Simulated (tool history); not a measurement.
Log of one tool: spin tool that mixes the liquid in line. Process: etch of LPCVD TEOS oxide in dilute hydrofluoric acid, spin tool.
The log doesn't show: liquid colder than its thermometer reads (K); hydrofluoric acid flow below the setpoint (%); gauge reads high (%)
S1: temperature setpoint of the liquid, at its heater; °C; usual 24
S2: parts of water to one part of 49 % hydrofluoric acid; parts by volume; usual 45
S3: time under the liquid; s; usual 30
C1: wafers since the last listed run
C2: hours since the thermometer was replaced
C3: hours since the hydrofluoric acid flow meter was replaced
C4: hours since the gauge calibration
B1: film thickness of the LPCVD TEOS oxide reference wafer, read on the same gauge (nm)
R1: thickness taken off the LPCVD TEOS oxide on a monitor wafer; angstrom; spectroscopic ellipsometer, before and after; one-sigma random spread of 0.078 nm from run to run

{"run": 1, "day": 0.0, "S1": 25, "S2": 45, "S3": 30, "C1": 0, "C2": 36.7, "C3": 402.5, "C4": 1869.3, "B1": 120, "R1": 146.9}
{"run": 2, "day": 1.296, "S1": 27, "S2": 45, "S3": 30, "C1": 388, "C2": 67.8, "C3": 433.6, "C4": 1900.4, "B1": 120.01, "R1": 158.5}
{"run": 3, "day": 3.517, "S1": 27, "S2": 45, "S3": 30, "C1": 665, "C2": 121.1, "C3": 486.9, "C4": 1953.7, "B1": 120.01, "R1": 158.5}
{"run": 4, "day": 5.746, "S1": 27, "S2": 45, "S3": 30, "C1": 668, "C2": 174.6, "C3": 540.4, "C4": 2007.2, "B1": 120, "R1": 159.3}
{"run": 5, "day": 8.467, "S1": 20.5, "S2": 45, "S3": 30, "C1": 815, "C2": 239.9, "C3": 605.7, "C4": 2072.5, "B1": 119.99, "R1": 121.1}
{"run": 6, "day": 9.904, "S1": 24, "S2": 45, "S3": 30, "C1": 430, "C2": 274.4, "C3": 640.2, "C4": 2107, "B1": 119.99, "R1": 139.3}
{"run": 7, "day": 11.562, "S1": 24, "S2": 45, "S3": 30, "C1": 497, "C2": 314.2, "C3": 680, "C4": 2146.8, "B1": 120.01, "R1": 139.6}
{"run": 8, "day": 14.3, "S1": 24, "S2": 45, "S3": 30, "C1": 820, "C2": 379.9, "C3": 745.7, "C4": 2212.5, "B1": 120, "R1": 140}
{"day": 15.042, "done": "gauge calibrated"}
{"run": 9, "day": 15.542, "S1": 24, "S2": 45, "S3": 30, "C1": 372, "C2": 409.7, "C3": 775.5, "C4": 12, "B1": 120, "R1": 140.2}
{"run": 10, "day": 19.825, "S1": 24, "S2": 30, "S3": 30, "C1": 1284, "C2": 512.5, "C3": 878.3, "C4": 114.8, "B1": 119.99, "R1": 213.5}
{"run": 11, "day": 22.621, "S1": 24, "S2": 30, "S3": 30, "C1": 838, "C2": 579.6, "C3": 945.4, "C4": 181.9, "B1": 120.01, "R1": 212.6}
{"run": 12, "day": 24.525, "S1": 24, "S2": 30, "S3": 30, "C1": 570, "C2": 625.3, "C3": 991.1, "C4": 227.6, "B1": 120, "R1": 214.1}
{"run": 13, "day": 26.129, "S1": 24, "S2": 45, "S3": 30, "C1": 480, "C2": 663.8, "C3": 1029.6, "C4": 266.1, "B1": 119.99, "R1": 138.8}
{"run": 14, "day": 27.358, "S1": 25.5, "S2": 65, "S3": 15, "C1": 368, "C2": 693.3, "C3": 1059.1, "C4": 295.6, "B1": 120.01, "R1": 49.9}
{"run": 15, "day": 28.667, "S1": 26, "S2": 60, "S3": 30, "C1": 392, "C2": 724.7, "C3": 1090.5, "C4": 327, "B1": 120, "R1": 111.7}
{"day": 30.592, "done": "hydrofluoric acid flow meter replaced"}
{"run": 16, "day": 30.696, "S1": 24, "S2": 45, "S3": 30, "C1": 595, "C2": 773.4, "C3": 2.5, "C4": 375.7, "B1": 119.99, "R1": 138.2}
{"run": 17, "day": 32.3, "S1": 19, "S2": 35, "S3": 50, "C1": 480, "C2": 811.9, "C3": 41, "C4": 414.2, "B1": 119.99, "R1": 244}
{"run": 18, "day": 33.667, "S1": 24, "S2": 30, "S3": 30, "C1": 409, "C2": 844.7, "C3": 73.8, "C4": 447, "B1": 120.01, "R1": 213.4}
{"run": 19, "day": 36.533, "S1": 24, "S2": 45, "S3": 30, "C1": 859, "C2": 913.5, "C3": 142.6, "C4": 515.8, "B1": 120.01, "R1": 138}
{"run": 20, "day": 37.929, "S1": 20, "S2": 45, "S3": 15, "C1": 418, "C2": 947, "C3": 176.1, "C4": 549.3, "B1": 120.01, "R1": 58.5}
{"run": 21, "day": 40.9, "S1": 24, "S2": 30, "S3": 45, "C1": 890, "C2": 1018.3, "C3": 247.4, "C4": 620.6, "B1": 120.03, "R1": 316.9}
{"run": 22, "day": 43.371, "S1": 24, "S2": 45, "S3": 45, "C1": 740, "C2": 1077.6, "C3": 306.7, "C4": 679.9, "B1": 120, "R1": 208.8}
{"run": 23, "day": 45.683, "S1": 24, "S2": 45, "S3": 30, "C1": 693, "C2": 1133.1, "C3": 362.2, "C4": 735.4, "B1": 120.01, "R1": 138}
{"day": 47.512, "done": "thermometer replaced"}
{"run": 24, "day": 48.238, "S1": 24, "S2": 45, "S3": 15, "C1": 753, "C2": 17.4, "C3": 423.5, "C4": 796.7, "B1": 119.98, "R1": 70.3}
{"run": 25, "day": 50.475, "S1": 22, "S2": 60, "S3": 30, "C1": 670, "C2": 71.1, "C3": 477.2, "C4": 850.4, "B1": 120.01, "R1": 96.4}
{"run": 26, "day": 53.142, "S1": 29, "S2": 45, "S3": 15, "C1": 799, "C2": 135.1, "C3": 541.2, "C4": 914.4, "B1": 119.98, "R1": 85.6}
{"run": 27, "day": 54.183, "S1": 24, "S2": 45, "S3": 30, "C1": 312, "C2": 160.1, "C3": 566.2, "C4": 939.4, "B1": 119.99, "R1": 141.5}
{"run": 28, "day": 55.554, "S1": 29, "S2": 55, "S3": 40, "C1": 410, "C2": 193, "C3": 599.1, "C4": 972.3, "B1": 119.96, "R1": 184.3}
{"run": 29, "day": 57.808, "S1": 24, "S2": 45, "S3": 30, "C1": 675, "C2": 247.1, "C3": 653.2, "C4": 1026.4, "B1": 120.01, "R1": 140.8}
{"run": 30, "day": 59.8, "S1": 24, "S2": 35, "S3": 30, "C1": 597, "C2": 294.9, "C3": 701, "C4": 1074.2, "B1": 120.02, "R1": 182.3}
{"run": 31, "day": 61.379, "S1": 25.5, "S2": 65, "S3": 15, "C1": 473, "C2": 332.8, "C3": 738.9, "C4": 1112.1, "B1": 119.99, "R1": 50.5}
{"run": 32, "day": 63.817, "S1": 27, "S2": 45, "S3": 15, "C1": 730, "C2": 391.3, "C3": 797.4, "C4": 1170.6, "B1": 120.02, "R1": 79.3}
{"run": 33, "day": 64.938, "S1": 21.5, "S2": 45, "S3": 30, "C1": 336, "C2": 418.2, "C3": 824.3, "C4": 1197.5, "B1": 120.01, "R1": 126}

Give the tool's hidden conditions for every run:
hydrofluoric acid flow below the setpoint (%): 0, the same for each run
gauge reads high (%): 0, the same for each run
H1: liquid colder than its thermometer reads (K)
run=1 H1=0.0864
run=2 H1=0.103
run=3 H1=0.13
run=4 H1=0.158
run=5 H1=0.192
run=6 H1=0.21
run=7 H1=0.231
run=8 H1=0.265
run=9 H1=0.28
run=10 H1=0.334
run=11 H1=0.369
run=12 H1=0.392
run=13 H1=0.412
run=14 H1=0.428
run=15 H1=0.444
run=16 H1=0.469
run=17 H1=0.489
run=18 H1=0.506
run=19 H1=0.542
run=20 H1=0.559
run=21 H1=0.596
run=22 H1=0.627
run=23 H1=0.656
run=24 H1=0.0877
run=25 H1=0.116
run=26 H1=0.149
run=27 H1=0.162
run=28 H1=0.179
run=29 H1=0.207
run=30 H1=0.232
run=31 H1=0.252
run=32 H1=0.282
run=33 H1=0.296
